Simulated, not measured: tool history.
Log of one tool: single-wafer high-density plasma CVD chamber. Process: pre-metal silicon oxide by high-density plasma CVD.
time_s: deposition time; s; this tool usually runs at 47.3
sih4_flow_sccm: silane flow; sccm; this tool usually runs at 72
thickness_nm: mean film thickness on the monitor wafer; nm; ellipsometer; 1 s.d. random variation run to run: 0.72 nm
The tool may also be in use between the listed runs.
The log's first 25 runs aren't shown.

run,hour,time_s,sih4_flow_sccm,wafers since the last listed run,hours since the silane flow controller was replaced,hours since the gauge calibration,"read-back reference wafer on the same gauge, thickness_nm",thickness_nm
26,382.1,47.3,72,465,2838.2,377.6,379.154,331.836
27,394.4,42.9,68,353,2850.5,389.9,378.818,285.569
28,404.0,47.3,72,275,2860.1,399.5,378.983,332.135
29,412.8,50.4,82,252,2868.9,408.3,379.403,404.815
30,425.5,40.1,81,364,2881.6,421.0,379.094,318.024
31,442.7,54.8,85,494,2898.8,438.2,379.202,455.694
# hour 459.7: silane flow controller replaced
32,460.2,43.6,66,272,0.5,455.7,378.862,268.153
33,472.7,49.7,61,359,13.0,468.2,378.953,283.753
# hour 480.1: gauge calibrated
34,486.5,49.8,79,396,26.8,6.4,379.182,368.789
35,504.2,54.1,72,508,44.5,24.1,379.155,365.208
36,511.5,47.3,72,209,51.8,31.4,379.012,318.839
37,523.7,47.3,86,350,64.0,43.6,379.142,381.520
38,552.8,47.3,72,836,93.1,72.7,379.040,319.313

Run 39 is up next; what results do you expect?
39,562.3,41.8,65,272,102.6,82.2,?,?

{"run 39": {"read-back reference wafer on the same gauge, thickness_nm": 378.701, "thickness_nm": 253.613}}
Minus the tool's unlogged condition, the same run would have read thickness_nm 253.121 nm.
